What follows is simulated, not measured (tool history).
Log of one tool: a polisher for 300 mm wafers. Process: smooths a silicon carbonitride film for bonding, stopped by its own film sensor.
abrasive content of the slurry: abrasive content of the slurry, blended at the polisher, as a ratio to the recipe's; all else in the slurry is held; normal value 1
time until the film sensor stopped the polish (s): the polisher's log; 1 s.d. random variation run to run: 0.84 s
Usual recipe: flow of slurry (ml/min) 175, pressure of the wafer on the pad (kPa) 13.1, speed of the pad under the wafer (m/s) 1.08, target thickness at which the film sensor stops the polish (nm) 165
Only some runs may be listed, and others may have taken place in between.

run,hour,flow of slurry (ml/min),pressure of the wafer on the pad (kPa),speed of the pad under the wafer (m/s),abrasive content of the slurry,target thickness at which the film sensor stops the polish (nm),"incoming thickness of the incoming film, nm",time until the film sensor stopped the polish (s)
1,0,175,13.1,1.08,1,165,190.6,97.4
# hour 52.9: slurry blender recalibrated
2,84,175,13.1,1.08,1,165,190.1,95.4
3,115.5,175,13.1,1.08,1,165,186,80.6
4,128.8,175,13.1,1.08,1,165,190.9,98.2
5,148,175,13.1,1.08,1,172,190.4,69.4
# hour 181: worn pad replaced by a new one
# hour 220.9: head pressure recalibrated
6,224.9,175,13.1,1.08,1,172,189.9,69.1
7,243.1,175,9.7,1.08,1,165,193.2,139.7
8,271,175,9.7,1.08,1,165,188,115
9,283.2,175,17.2,1.2,1.2,159,188.9,80.2
10,310.3,175,17.2,0.74,1,160,188.2,117.1
# hour 348.1: slurry blender recalibrated
11,371.1,175,9,1.08,0.75,165,191.1,151.1
12,405.6,210,10.3,1.08,1,169,186.1,79.8
13,418.3,220,10.3,1.08,1,165,189.2,111.9
# hour 420.2: slurry nozzle cleaned
# hour 436.1: worn pad replaced by a new one, of another model than before
14,449.3,125,13.1,1.08,1,172,186.8,59.5
15,476.4,120,13.1,0.84,0.75,160,188.6,141.5
16,507.6,175,13.1,1.08,1.1,161,187.5,95.5
17,578.2,175,13.1,0.9,0.9,170,187.2,72.5
18,610.4,175,13.1,1.08,1.1,161,189.5,105.7
19,633.8,200,17.2,1.18,1,172,189.4,52.1
20,649.7,130,13.1,1.08,0.8,165,188.2,102.3
# hour 685: slurry blender recalibrated
# hour 686.5: worn pad replaced by a new one
21,687,175,13.1,1.4,1,165,186.4,71.6
22,715.1,175,14.5,0.94,1.25,165,189.9,89.6
23,746.6,135,16.5,1.08,0.8,165,190.9,100.3
24,766.9,175,13.1,1.44,1,165,190.6,86.1
25,784,175,13.1,1.08,1,165,189,93.8
26,804.4,175,13.1,1.08,1,169,192.1,90.4
27,833.2,175,13.1,0.74,1,165,188.4,108
28,859.4,175,15.9,1.08,1,172,187.8,56.2
29,887.3,175,15.2,1.08,1,165,187.9,84.4
30,922,175,13.1,1.08,1,165,187.8,92.6
31,944.5,175,13.1,1.08,1,165,192,109.7

The same runs without the tool's hidden state, with the same run-to-run variation:
What the log doesn't record here: removal rate lost through wear of the pad, %; slurry flow missing at the pad, %; deviation of the head's pressure from its setpoint, %; abrasive missing from the slurry, %.
run,time until the film sensor stopped the polish (s)
1,94.2
2,91.7
3,77.2
4,94
5,66.3
6,65.5
7,132.2
8,108.5
9,75.6
10,110.1
11,141.1
12,74.9
13,105
14,57.7
15,136.5
16,92.9
17,70
18,101.5
19,50.2
20,95.9
21,67.9
22,84.7
23,92.4
24,80.7
25,87.6
26,84.1
27,99.9
28,51.7
29,77.2
30,84.1
31,99
